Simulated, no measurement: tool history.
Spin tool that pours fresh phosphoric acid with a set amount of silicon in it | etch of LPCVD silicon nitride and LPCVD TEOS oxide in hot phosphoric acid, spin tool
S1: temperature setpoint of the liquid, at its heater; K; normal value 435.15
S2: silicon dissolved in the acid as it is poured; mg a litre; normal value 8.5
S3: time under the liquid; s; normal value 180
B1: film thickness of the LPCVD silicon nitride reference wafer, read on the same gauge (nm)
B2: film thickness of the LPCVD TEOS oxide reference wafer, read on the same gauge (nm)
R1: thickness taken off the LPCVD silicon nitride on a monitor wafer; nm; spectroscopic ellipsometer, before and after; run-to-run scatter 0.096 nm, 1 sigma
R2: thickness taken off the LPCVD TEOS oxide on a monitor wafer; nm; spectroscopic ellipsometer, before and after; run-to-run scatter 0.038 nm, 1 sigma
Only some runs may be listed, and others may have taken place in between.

run	day	S1	S2	S3	B1	B2	R1	R2
1	0	435.15	8.5	180	40	80.001	15.79	0.955
2	1.471	435.15	8.5	180	40	79.991	15.8	0.885
3	1.992	432.65	3	250	40.01	80.004	20.15	1.184
4	3.462	437.15	3	180	39.99	80.002	16.73	1.117
5	4.675	436.65	11	80	39.99	80.005	7.31	0.428
6	5.388	435.15	1.5	70	40	80	6.08	0.411
7	6.471	434.15	6.5	75	40.01	80.021	6.32	0.348
8	7.679	433.15	3.5	215	40	79.979	17.55	0.979
9	8.817	435.15	13	245	40	80.004	21.32	1.056
10	9.738	435.15	8.5	180	40.01	80	15.67	0.872
11	10.712	437.65	13.5	110	40.01	80.012	10.45	0.568
# day 10.883: dissolved silicon flow meter replaced
12	11.821	435.15	8.5	180	40	80.002	15.64	0.92
13	13.196	435.15	8.5	180	40.02	79.997	15.64	0.874
14	14.692	435.15	8.5	180	40.03	80.004	15.55	0.884
15	15.742	436.65	15	85	40.02	79.998	7.74	0.368
16	19.054	435.15	6	125	40	80.006	10.88	0.689
17	20.512	436.15	12.5	230	40	80.009	20.67	1.079
18	21.892	433.15	8.5	180	40	79.995	14.82	0.783

Predict the results of run 19:
19	23.146	437.65	8.5	235	?	?	?	?

Run 19 came out at B1 40, B2 80.001, R1 22.16 nm, R2 1.382 nm.
The same run, on a tool lacking any hidden state, would have yielded R1 22.16 nm, R2 1.382 nm.

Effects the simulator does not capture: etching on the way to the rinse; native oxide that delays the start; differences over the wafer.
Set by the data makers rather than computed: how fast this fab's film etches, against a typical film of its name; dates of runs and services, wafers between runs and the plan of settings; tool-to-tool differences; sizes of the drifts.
